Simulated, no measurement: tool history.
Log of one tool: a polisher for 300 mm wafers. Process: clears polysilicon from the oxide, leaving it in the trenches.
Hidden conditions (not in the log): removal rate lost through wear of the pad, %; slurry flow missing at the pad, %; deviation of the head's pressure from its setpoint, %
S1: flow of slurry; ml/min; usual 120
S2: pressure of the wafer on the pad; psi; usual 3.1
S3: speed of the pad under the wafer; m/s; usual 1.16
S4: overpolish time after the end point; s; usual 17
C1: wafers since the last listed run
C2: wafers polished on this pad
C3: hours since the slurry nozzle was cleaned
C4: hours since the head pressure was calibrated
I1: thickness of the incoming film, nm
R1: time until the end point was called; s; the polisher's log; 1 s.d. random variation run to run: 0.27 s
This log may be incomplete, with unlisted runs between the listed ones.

run 1 hour=0.0 | S1=120 S2=3.1 S3=1.16 S4=17 | C1=0 C2=946 C3=429.4 C4=192.0 | I1=343.4 | R1=16.7
run 2 hour=13.3 | S1=120 S2=3.1 S3=1.16 S4=17 | C1=194 C2=1141 C3=442.7 C4=205.3 | I1=342.9 | R1=17.0
-- hour=39.7 worn pad replaced by a new one
run 3 hour=41.0 | S1=120 S2=3.1 S3=1.16 S4=17 | C1=347 C2=19 C3=470.4 C4=233.0 | I1=335.7 | R1=16.2
run 4 hour=55.0 | S1=120 S2=3.5 S3=1.16 S4=17 | C1=205 C2=224 C3=484.4 C4=247.0 | I1=336.1 | R1=14.5
run 5 hour=70.5 | S1=120 S2=3.5 S3=1.16 S4=17 | C1=227 C2=451 C3=499.9 C4=262.5 | I1=339.9 | R1=14.7
run 6 hour=83.0 | S1=120 S2=3.5 S3=1.16 S4=17 | C1=183 C2=634 C3=512.4 C4=275.0 | I1=343.7 | R1=15.2
run 7 hour=104.2 | S1=120 S2=3.1 S3=1.02 S4=17 | C1=310 C2=945 C3=533.6 C4=296.2 | I1=339.4 | R1=18.8
-- hour=136.0 worn pad replaced by a new one
run 8 hour=136.5 | S1=120 S2=3.1 S3=1.16 S4=17 | C1=414 C2=7 C3=565.9 C4=328.5 | I1=336.3 | R1=16.6
run 9 hour=145.6 | S1=120 S2=4.1 S3=1.42 S4=17 | C1=133 C2=140 C3=575.0 C4=337.6 | I1=338.1 | R1=10.5
-- hour=157.0 head pressure recalibrated
run 10 hour=174.9 | S1=120 S2=3.1 S3=1.16 S4=17 | C1=399 C2=540 C3=604.3 C4=17.9 | I1=340.7 | R1=16.9
run 11 hour=192.1 | S1=120 S2=3.1 S3=1.16 S4=24 | C1=251 C2=792 C3=621.5 C4=35.1 | I1=338.0 | R1=16.9
run 12 hour=216.7 | S1=120 S2=2.8 S3=0.86 S4=17 | C1=360 C2=1153 C3=646.1 C4=59.7 | I1=341.4 | R1=25.5
run 13 hour=229.5 | S1=120 S2=3.1 S3=1.16 S4=17 | C1=187 C2=1340 C3=658.9 C4=72.5 | I1=343.3 | R1=17.2
-- hour=234.5 worn pad replaced by a new one
-- hour=242.4 slurry nozzle cleaned
run 14 hour=259.0 | S1=140 S2=3.9 S3=1.32 S4=17 | C1=358 C2=343 C3=16.6 C4=102.0 | I1=335.9 | R1=11.5
run 15 hour=278.4 | S1=120 S2=3.8 S3=1.56 S4=17 | C1=284 C2=627 C3=36.0 C4=121.4 | I1=340.5 | R1=10.3
run 16 hour=298.0 | S1=85 S2=4.0 S3=1.42 S4=23 | C1=287 C2=915 C3=55.6 C4=141.0 | I1=340.2 | R1=10.9

Run 17, settings as shown, results not yet in. Your forecast:
run 17 hour=323.1 | S1=120 S2=2.3 S3=1.16 S4=17 | C1=367 C2=1282 C3=80.7 C4=166.1 | I1=336.9 | R1=?

Run 17 came out at R1 22.2 s.
With the hidden condition absent and the run-to-run variation left alone, this run would have shown R1 22.2 s.
